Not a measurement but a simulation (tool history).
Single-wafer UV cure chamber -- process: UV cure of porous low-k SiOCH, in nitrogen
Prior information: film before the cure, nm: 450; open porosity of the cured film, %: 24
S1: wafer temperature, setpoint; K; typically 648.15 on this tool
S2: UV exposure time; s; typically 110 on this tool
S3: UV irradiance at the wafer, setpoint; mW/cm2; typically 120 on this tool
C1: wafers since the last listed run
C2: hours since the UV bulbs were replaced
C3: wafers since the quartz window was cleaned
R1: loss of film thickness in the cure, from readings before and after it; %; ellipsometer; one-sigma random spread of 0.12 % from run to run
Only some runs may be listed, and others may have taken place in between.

run,hour,S1,S2,S3,C1,C2,C3,R1
1,0.0,648.15,110,120,0,1361.5,745,8.587
2,30.4,648.15,110,120,351,1391.9,1096,8.312
3,36.8,648.15,110,120,74,1398.3,1170,8.312
4,53.6,648.15,110,120,194,1415.1,1365,8.450
5,60.6,648.15,110,105,80,1422.1,1446,7.669
6,75.2,648.15,110,105,168,1436.7,1615,7.584
7,85.5,648.15,110,120,119,1447.0,1734,8.056
8,100.5,648.15,110,120,173,1462.0,1907,7.826
9,117.3,648.15,110,120,194,1478.8,2102,8.001
10,129.4,654.15,155,85,139,1490.9,2242,7.836
# hour 137.8: quartz window cleaned
11,141.9,648.15,110,120,52,1503.4,47,8.436
12,151.2,648.15,110,120,107,1512.7,155,8.369
13,157.8,648.15,150,120,76,1519.3,231,10.022
# hour 176.0: UV bulbs replaced
14,187.5,648.15,110,120,251,11.5,482,8.602
15,205.1,648.15,110,96,203,29.1,686,7.552
16,213.6,667.15,110,148,98,37.6,784,9.648
17,220.9,661.15,150,105,84,44.9,869,9.468
18,227.9,648.15,110,92,80,51.9,950,7.301
19,239.4,648.15,110,146,133,63.4,1083,9.142

Alternative continuations, all from the tool just after run 19; predict every row:
A,239.9,648.15,110,120,5,63.9,1088,?
B,239.9,648.15,90,120,5,63.9,1088,?
C,239.9,638.15,50,94,5,63.9,1088,?
D,239.9,648.15,55,120,5,63.9,1088,?

run,R1
A,8.346
B,7.512
C,4.276
D,5.587
The same runs, with their run-to-run variation unchanged, on a tool lacking any hidden condition would have given:
run,R1
A,8.661
B,7.819
C,4.517
D,5.864
